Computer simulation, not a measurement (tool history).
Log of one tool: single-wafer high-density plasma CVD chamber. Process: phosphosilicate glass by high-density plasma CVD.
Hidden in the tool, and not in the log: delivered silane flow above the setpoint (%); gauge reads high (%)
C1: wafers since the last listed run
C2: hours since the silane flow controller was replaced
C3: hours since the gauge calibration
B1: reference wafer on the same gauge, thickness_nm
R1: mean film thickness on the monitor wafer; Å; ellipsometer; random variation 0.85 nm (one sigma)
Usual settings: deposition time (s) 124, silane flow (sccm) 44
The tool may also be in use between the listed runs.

run 1 hour=0.0 | deposition_time_(s)=106 silane_flow_(sccm)=39 | C1=0 C2=4605.6 C3=136.8 | B1=623.204 | R1=4302.33
run 2 hour=35.1 | deposition_time_(s)=106 silane_flow_(sccm)=39 | C1=311 C2=4640.7 C3=171.9 | B1=623.648 | R1=4305.52
run 3 hour=59.5 | deposition_time_(s)=106 silane_flow_(sccm)=39 | C1=216 C2=4665.1 C3=196.3 | B1=623.418 | R1=4304.59
run 4 hour=90.6 | deposition_time_(s)=109 silane_flow_(sccm)=44 | C1=275 C2=4696.2 C3=227.4 | B1=623.614 | R1=4978.77
run 5 hour=106.8 | deposition_time_(s)=109 silane_flow_(sccm)=44 | C1=143 C2=4712.4 C3=243.6 | B1=622.532 | R1=4990.26
run 6 hour=129.5 | deposition_time_(s)=106 silane_flow_(sccm)=47 | C1=201 C2=4735.1 C3=266.3 | B1=623.168 | R1=5176.45
run 7 hour=156.2 | deposition_time_(s)=106 silane_flow_(sccm)=47 | C1=236 C2=4761.8 C3=293.0 | B1=623.521 | R1=5189.43
run 8 hour=175.7 | deposition_time_(s)=106 silane_flow_(sccm)=47 | C1=172 C2=4781.3 C3=312.5 | B1=623.037 | R1=5180.62
-- hour=196.0 gauge calibrated
run 9 hour=201.2 | deposition_time_(s)=114 silane_flow_(sccm)=36 | C1=225 C2=4806.8 C3=5.2 | B1=622.731 | R1=4270.89
run 10 hour=227.7 | deposition_time_(s)=124 silane_flow_(sccm)=50 | C1=234 C2=4833.3 C3=31.7 | B1=622.776 | R1=6444.45
-- hour=241.0 silane flow controller replaced
run 11 hour=254.3 | deposition_time_(s)=133 silane_flow_(sccm)=50 | C1=164 C2=13.3 C3=58.3 | B1=622.607 | R1=6923.33
run 12 hour=280.5 | deposition_time_(s)=145 silane_flow_(sccm)=48 | C1=232 C2=39.5 C3=84.5 | B1=623.214 | R1=7246.56
run 13 hour=292.9 | deposition_time_(s)=135 silane_flow_(sccm)=48 | C1=109 C2=51.9 C3=96.9 | B1=623.046 | R1=6765.74
run 14 hour=310.6 | deposition_time_(s)=105 silane_flow_(sccm)=44 | C1=156 C2=69.6 C3=114.6 | B1=622.483 | R1=4801.19
run 15 hour=339.9 | deposition_time_(s)=124 silane_flow_(sccm)=52 | C1=259 C2=98.9 C3=143.9 | B1=623.033 | R1=6700.74
run 16 hour=359.0 | deposition_time_(s)=114 silane_flow_(sccm)=36 | C1=169 C2=118.0 C3=163.0 | B1=622.706 | R1=4257.06

What if the next run were any one of these 4? Each begins from the tool's condition after run 16:
run A hour=359.4 | deposition_time_(s)=124 silane_flow_(sccm)=44 | C1=3 C2=118.4 C3=163.4 | B1=? | R1=?
run B hour=359.4 | deposition_time_(s)=146 silane_flow_(sccm)=38 | C1=3 C2=118.4 C3=163.4 | B1=? | R1=?
run C hour=359.4 | deposition_time_(s)=110 silane_flow_(sccm)=37 | C1=3 C2=118.4 C3=163.4 | B1=? | R1=?
run D hour=359.4 | deposition_time_(s)=103 silane_flow_(sccm)=44 | C1=3 C2=118.4 C3=163.4 | B1=? | R1=?

run=A B1=623.127 R1=5681.22
run=B B1=623.127 R1=5777.02
run=C B1=623.127 R1=4238.01
run=D B1=623.127 R1=4719.08
With the hidden condition removed and each run's random variation left untouched, the same runs would have given:
run=A R1=5681.22
run=B R1=5777.02
run=C R1=4238.01
run=D R1=4719.08

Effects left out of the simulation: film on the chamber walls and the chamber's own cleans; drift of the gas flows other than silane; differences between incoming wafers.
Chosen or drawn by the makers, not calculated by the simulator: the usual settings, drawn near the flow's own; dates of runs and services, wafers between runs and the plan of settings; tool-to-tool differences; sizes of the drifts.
